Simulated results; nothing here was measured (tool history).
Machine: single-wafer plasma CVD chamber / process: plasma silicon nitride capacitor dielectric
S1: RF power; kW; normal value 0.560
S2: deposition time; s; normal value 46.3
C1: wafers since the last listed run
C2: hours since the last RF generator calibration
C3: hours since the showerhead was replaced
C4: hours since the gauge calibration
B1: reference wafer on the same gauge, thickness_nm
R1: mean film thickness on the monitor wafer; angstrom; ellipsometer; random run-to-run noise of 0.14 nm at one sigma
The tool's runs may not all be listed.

{"run": 1, "day": 0.0, "S1": 0.56, "S2": 46.3, "C1": 0, "C2": 2081.8, "C3": 5104.4, "C4": 156.6, "B1": 71.99, "R1": 695.41}
{"run": 2, "day": 1.3, "S1": 0.56, "S2": 46.3, "C1": 354, "C2": 2113.0, "C3": 5135.6, "C4": 187.8, "B1": 71.983, "R1": 696.91}
{"run": 3, "day": 2.15, "S1": 0.56, "S2": 46.3, "C1": 231, "C2": 2133.4, "C3": 5156.0, "C4": 208.2, "B1": 72.02, "R1": 692.46}
{"run": 4, "day": 2.829, "S1": 0.56, "S2": 46.3, "C1": 185, "C2": 2149.7, "C3": 5172.3, "C4": 224.5, "B1": 72.017, "R1": 691.03}
{"run": 5, "day": 4.15, "S1": 0.56, "S2": 46.3, "C1": 360, "C2": 2181.4, "C3": 5204.0, "C4": 256.2, "B1": 71.986, "R1": 695.46}
{"run": 6, "day": 5.475, "S1": 0.56, "S2": 46.3, "C1": 361, "C2": 2213.2, "C3": 5235.8, "C4": 288.0, "B1": 72.001, "R1": 693.9}
{"run": 7, "day": 6.758, "S1": 0.56, "S2": 46.3, "C1": 350, "C2": 2244.0, "C3": 5266.6, "C4": 318.8, "B1": 72.006, "R1": 694.75}
{"run": 8, "day": 7.542, "S1": 0.56, "S2": 46.3, "C1": 213, "C2": 2262.8, "C3": 5285.4, "C4": 337.6, "B1": 72.005, "R1": 692.74}
{"run": 9, "day": 8.129, "S1": 0.56, "S2": 53.7, "C1": 160, "C2": 2276.9, "C3": 5299.5, "C4": 351.7, "B1": 72.014, "R1": 802.97}
{"run": 10, "day": 9.321, "S1": 0.585, "S2": 51.3, "C1": 325, "C2": 2305.5, "C3": 5328.1, "C4": 380.3, "B1": 71.996, "R1": 778.5}
{"run": 11, "day": 9.821, "S1": 0.585, "S2": 51.3, "C1": 136, "C2": 2317.5, "C3": 5340.1, "C4": 392.3, "B1": 71.975, "R1": 778.56}
{"run": 12, "day": 10.321, "S1": 0.585, "S2": 51.3, "C1": 136, "C2": 2329.5, "C3": 5352.1, "C4": 404.3, "B1": 72.032, "R1": 776.82}
{"run": 13, "day": 11.158, "S1": 0.625, "S2": 46.3, "C1": 228, "C2": 2349.6, "C3": 5372.2, "C4": 424.4, "B1": 71.986, "R1": 716.44}
{"run": 14, "day": 11.983, "S1": 0.625, "S2": 46.3, "C1": 225, "C2": 2369.4, "C3": 5392.0, "C4": 444.2, "B1": 72.019, "R1": 716.46}
{"run": 15, "day": 12.608, "S1": 0.56, "S2": 46.3, "C1": 170, "C2": 2384.4, "C3": 5407.0, "C4": 459.2, "B1": 72.006, "R1": 692.18}
{"run": 16, "day": 13.979, "S1": 0.56, "S2": 46.3, "C1": 373, "C2": 2417.3, "C3": 5439.9, "C4": 492.1, "B1": 72.012, "R1": 691.78}
{"run": 17, "day": 14.65, "S1": 0.56, "S2": 46.3, "C1": 182, "C2": 2433.4, "C3": 5456.0, "C4": 508.2, "B1": 72.03, "R1": 692.74}
{"day": 15.775, "done": "gauge calibrated"}
{"run": 18, "day": 15.908, "S1": 0.56, "S2": 46.3, "C1": 343, "C2": 2463.6, "C3": 5486.2, "C4": 3.2, "B1": 71.968, "R1": 690.29}
{"run": 19, "day": 16.579, "S1": 0.49, "S2": 39.3, "C1": 182, "C2": 2479.7, "C3": 5502.3, "C4": 19.3, "B1": 71.996, "R1": 560.32}
{"run": 20, "day": 17.938, "S1": 0.56, "S2": 46.3, "C1": 370, "C2": 2512.3, "C3": 5534.9, "C4": 51.9, "B1": 71.959, "R1": 690.81}
{"run": 21, "day": 19.05, "S1": 0.5, "S2": 42.9, "C1": 303, "C2": 2539.0, "C3": 5561.6, "C4": 78.6, "B1": 71.989, "R1": 614.35}
{"day": 19.483, "done": "RF generator calibrated"}
{"run": 22, "day": 20.062, "S1": 0.475, "S2": 46.3, "C1": 185, "C2": 13.9, "C3": 5585.9, "C4": 102.9, "B1": 72.002, "R1": 675.0}
{"run": 23, "day": 21.479, "S1": 0.48, "S2": 46.3, "C1": 386, "C2": 47.9, "C3": 5619.9, "C4": 136.9, "B1": 71.995, "R1": 674.99}
{"run": 24, "day": 22.825, "S1": 0.62, "S2": 54.1, "C1": 367, "C2": 80.2, "C3": 5652.2, "C4": 169.2, "B1": 72.041, "R1": 861.18}
{"run": 25, "day": 24.025, "S1": 0.66, "S2": 41.5, "C1": 327, "C2": 109.0, "C3": 5681.0, "C4": 198.0, "B1": 72.023, "R1": 675.39}
{"run": 26, "day": 24.792, "S1": 0.56, "S2": 46.3, "C1": 209, "C2": 127.4, "C3": 5699.4, "C4": 216.4, "B1": 71.989, "R1": 711.8}
{"run": 27, "day": 27.05, "S1": 0.56, "S2": 46.3, "C1": 616, "C2": 181.6, "C3": 5753.6, "C4": 270.6, "B1": 72.03, "R1": 711.3}
{"run": 28, "day": 27.554, "S1": 0.63, "S2": 39.1, "C1": 137, "C2": 193.7, "C3": 5765.7, "C4": 282.7, "B1": 72.004, "R1": 624.0}
{"run": 29, "day": 28.192, "S1": 0.47, "S2": 46.3, "C1": 173, "C2": 209.0, "C3": 5781.0, "C4": 298.0, "B1": 71.984, "R1": 668.92}
{"day": 28.883, "done": "showerhead replaced"}
{"run": 30, "day": 29.196, "S1": 0.495, "S2": 41.9, "C1": 182, "C2": 233.1, "C3": 7.5, "C4": 322.1, "B1": 72.012, "R1": 615.79}
{"run": 31, "day": 30.392, "S1": 0.56, "S2": 46.3, "C1": 326, "C2": 261.8, "C3": 36.2, "C4": 350.8, "B1": 72.034, "R1": 711.75}
{"run": 32, "day": 30.988, "S1": 0.56, "S2": 40.8, "C1": 162, "C2": 276.1, "C3": 50.5, "C4": 365.1, "B1": 71.991, "R1": 627.62}
{"run": 33, "day": 32.067, "S1": 0.505, "S2": 41.7, "C1": 294, "C2": 302.0, "C3": 76.4, "C4": 391.0, "B1": 72.005, "R1": 619.09}
{"run": 34, "day": 33.062, "S1": 0.56, "S2": 46.3, "C1": 271, "C2": 325.9, "C3": 100.3, "C4": 414.9, "B1": 71.996, "R1": 711.19}
{"run": 35, "day": 34.421, "S1": 0.64, "S2": 46.3, "C1": 370, "C2": 358.5, "C3": 132.9, "C4": 447.5, "B1": 71.984, "R1": 741.55}
{"run": 36, "day": 35.704, "S1": 0.635, "S2": 46.3, "C1": 350, "C2": 389.3, "C3": 163.7, "C4": 478.3, "B1": 71.985, "R1": 739.11}
{"run": 37, "day": 36.325, "S1": 0.56, "S2": 42.3, "C1": 169, "C2": 404.2, "C3": 178.6, "C4": 493.2, "B1": 72.029, "R1": 646.48}

Forecast each of these 4 alternatives for the next run:
{"run": "A", "day": 36.342, "S1": 0.56, "S2": 46.3, "C1": 4, "C2": 404.6, "C3": 179.0, "C4": 493.6, "B1": "?", "R1": "?"}
{"run": "B", "day": 36.342, "S1": 0.48, "S2": 52.7, "C1": 4, "C2": 404.6, "C3": 179.0, "C4": 493.6, "B1": "?", "R1": "?"}
{"run": "C", "day": 36.342, "S1": 0.515, "S2": 52.6, "C1": 4, "C2": 404.6, "C3": 179.0, "C4": 493.6, "B1": "?", "R1": "?"}
{"run": "D", "day": 36.342, "S1": 0.47, "S2": 54.8, "C1": 4, "C2": 404.6, "C3": 179.0, "C4": 493.6, "B1": "?", "R1": "?"}

run=A B1=72.028 R1=711.11
run=B B1=72.028 R1=766.97
run=C B1=72.028 R1=784.70
run=D B1=72.028 R1=791.60
Had the tool no hidden state, the same runs would have come out as:
run=A R1=714.69
run=B R1=770.83
run=C R1=788.65
run=D R1=795.59

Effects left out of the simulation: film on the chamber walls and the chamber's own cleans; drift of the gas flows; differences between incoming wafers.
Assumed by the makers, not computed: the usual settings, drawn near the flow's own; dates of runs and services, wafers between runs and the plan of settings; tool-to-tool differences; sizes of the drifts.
